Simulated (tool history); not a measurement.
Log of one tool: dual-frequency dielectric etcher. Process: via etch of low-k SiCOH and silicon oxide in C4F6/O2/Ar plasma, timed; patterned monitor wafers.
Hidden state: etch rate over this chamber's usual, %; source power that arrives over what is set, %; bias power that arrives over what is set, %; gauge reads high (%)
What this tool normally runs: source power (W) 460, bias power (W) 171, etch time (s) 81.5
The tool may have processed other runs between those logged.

run,hour,source power (W),bias power (W),etch time (s),wafers since the last listed run,hours since the last wet clean,hours since the last source power generator calibration,hours since the last bias power generator calibration,hours since the last upper electrode change,hours since the gauge calibration,"read-back reference wafer on the same gauge, depth_nm",mean etch depth across the wafer (angstrom)
1,0.0,520,171,87.5,0,538.8,16.2,1199.3,2220.0,3250.0,248.3,2733
2,39.1,550,171,81.5,490,577.9,55.3,1238.4,2259.1,3289.1,248.0,2618
3,80.5,550,171,81.5,519,619.3,96.7,1279.8,2300.5,3330.5,248.5,2643
# hour 113.9: wet clean of the chamber
# hour 141.6: gauge calibrated
4,144.5,460,171,81.5,502,30.6,160.7,1343.8,2364.5,2.9,265.5,2529
5,215.4,460,171,81.5,890,101.5,231.6,1414.7,2435.4,73.8,264.4,2516
6,299.3,460,171,81.5,1053,185.4,315.5,1498.6,2519.3,157.7,263.1,2528
7,379.7,460,171,62.5,1009,265.8,395.9,1579.0,2599.7,238.1,261.4,1911
8,430.3,460,171,81.5,635,316.4,446.5,1629.6,2650.3,288.7,260.8,2487
9,524.9,560,130,81.5,1187,411.0,541.1,1724.2,2744.9,383.3,259.2,2621
10,573.8,430,136,64.0,613,459.9,590.0,1773.1,2793.8,432.2,258.8,1778
11,671.5,550,210,81.5,1226,557.6,687.7,1870.8,2891.5,529.9,257.5,2822
12,750.4,460,206,102.0,990,636.5,766.6,1949.7,2970.4,608.8,256.7,3201
# hour 804.3: wet clean of the chamber
13,818.0,540,171,81.5,547,13.7,834.2,2017.3,3038.0,676.4,255.7,2673
# hour 873.5: upper electrode replaced
14,882.2,390,209,88.5,504,77.9,898.4,2081.5,8.7,740.6,255.5,2532
15,945.6,460,140,69.5,796,141.3,961.8,2144.9,72.1,804.0,254.7,2003
16,1040.3,460,132,81.5,1188,236.0,1056.5,2239.6,166.8,898.7,253.8,2315
17,1133.1,460,171,81.5,1165,328.8,1149.3,2332.4,259.6,991.5,253.0,2415
18,1206.4,350,212,105.0,920,402.1,1222.6,2405.7,332.9,1064.8,252.4,2803

Forecast run 19:
19,1276.5,370,206,58.0,880,472.2,1292.7,2475.8,403.0,1134.9,?,?

read-back reference wafer on the same gauge, depth_nm: 252.0
mean etch depth across the wafer (angstrom): 1577
On a tool with no hidden condition, and with the same random variation, this run would have come out at mean etch depth across the wafer (angstrom) 1659.
